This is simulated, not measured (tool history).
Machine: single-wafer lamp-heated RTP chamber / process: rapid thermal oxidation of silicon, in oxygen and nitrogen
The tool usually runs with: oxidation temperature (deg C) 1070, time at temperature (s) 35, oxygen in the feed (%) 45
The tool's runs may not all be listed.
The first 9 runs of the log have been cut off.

| run | day | oxidation temperature (deg C) | time at temperature (s) | oxygen in the feed (%) | wafers since the last listed run | wafers since the last pyrometer calibration | hours since the oxygen flow controller was replaced | hours since the gauge calibration | read-back reference wafer on the same gauge, thickness | oxide thickness on the monitor wafer (angstrom) |
|---|---|---|---|---|---|---|---|---|---|---|
| 10 | 24.504 | 1070 | 31 | 45 | 1796 | 5424 | 2018.3 | 1162.6 | 6.822 | 58.12 |
| 11 | 26.100 | 1070 | 31 | 45 | 386 | 5810 | 2056.6 | 1200.9 | 6.827 | 58.16 |
| 12 | 29.012 | 1047 | 35 | 45 | 704 | 6515 | 2126.5 | 1270.8 | 6.820 | 52.42 |
|  | 31.638 | pyrometer window cleaned and pyrometer calibrated |
| 13 | 31.658 | 1047 | 35 | 45 | 559 | 4 | 2190.0 | 1334.3 | 6.819 | 52.45 |
| 14 | 33.221 | 1070 | 35 | 45 | 377 | 382 | 2227.5 | 1371.8 | 6.820 | 61.64 |
| 15 | 35.254 | 1070 | 35 | 45 | 491 | 874 | 2276.3 | 1420.6 | 6.818 | 60.92 |
| 16 | 38.038 | 1070 | 35 | 45 | 673 | 1547 | 2343.1 | 1487.4 | 6.824 | 61.05 |
| 17 | 40.946 | 1070 | 40 | 45 | 703 | 2251 | 2412.9 | 1557.2 | 6.816 | 64.64 |
| 18 | 42.683 | 1082 | 35 | 45 | 420 | 2671 | 2454.6 | 1598.9 | 6.824 | 66.50 |
|  | 42.833 | gauge calibrated |
| 19 | 45.333 | 1070 | 35 | 17 | 641 | 3312 | 2518.2 | 60.0 | 6.819 | 43.55 |
| 20 | 46.500 | 1078 | 27 | 45 | 282 | 3594 | 2546.2 | 88.0 | 6.817 | 57.92 |
| 21 | 49.138 | 1070 | 35 | 45 | 637 | 4232 | 2609.5 | 151.3 | 6.822 | 61.06 |
| 22 | 51.558 | 1070 | 35 | 45 | 585 | 4818 | 2667.6 | 209.4 | 6.822 | 61.20 |
|  | 52.821 | oxygen flow controller replaced |
| 23 | 54.050 | 1089 | 35 | 20 | 522 | 5340 | 29.5 | 269.2 | 6.823 | 53.00 |
| 24 | 58.071 | 1070 | 35 | 45 | 972 | 6313 | 126.0 | 365.7 | 6.818 | 62.01 |
| 25 | 66.112 | 1093 | 35 | 53 | 1945 | 8258 | 319.0 | 558.7 | 6.818 | 75.73 |
|  | 66.708 | pyrometer window cleaned and pyrometer calibrated |
| 26 | 68.033 | 1070 | 20 | 45 | 383 | 320 | 365.1 | 604.8 | 6.823 | 48.64 |
| 27 | 69.200 | 1062 | 20 | 25 | 282 | 603 | 393.1 | 632.8 | 6.823 | 38.52 |
| 28 | 71.508 | 1070 | 35 | 19 | 558 | 1161 | 448.5 | 688.2 | 6.817 | 45.98 |
| 29 | 76.554 | 1082 | 46 | 22 | 1220 | 2381 | 569.6 | 809.3 | 6.823 | 57.95 |
| 30 | 79.054 | 1070 | 18 | 30 | 604 | 2986 | 629.6 | 869.3 | 6.820 | 40.94 |
| 31 | 81.258 | 1098 | 50 | 28 | 533 | 3519 | 682.5 | 922.2 | 6.822 | 72.75 |
| 32 | 84.179 | 1070 | 18 | 30 | 706 | 4226 | 752.6 | 992.3 | 6.819 | 41.18 |
| 33 | 85.617 | 1057 | 35 | 45 | 347 | 4574 | 787.1 | 1026.8 | 6.820 | 56.43 |
| 34 | 88.575 | 1070 | 26 | 56 | 715 | 5289 | 858.1 | 1097.8 | 6.823 | 58.72 |

What does the tool deliver on the next run?
| 35 | 90.483 | 1070 | 35 | 45 | 461 | 5751 | 903.9 | 1143.6 | ? | ? |

Run 35 produced read-back reference wafer on the same gauge, thickness 6.821, oxide thickness on the monitor wafer (angstrom) 61.37.
If the tool had no hidden condition, the same run with the same run-to-run variation would have returned oxide thickness on the monitor wafer (angstrom) 62.01.
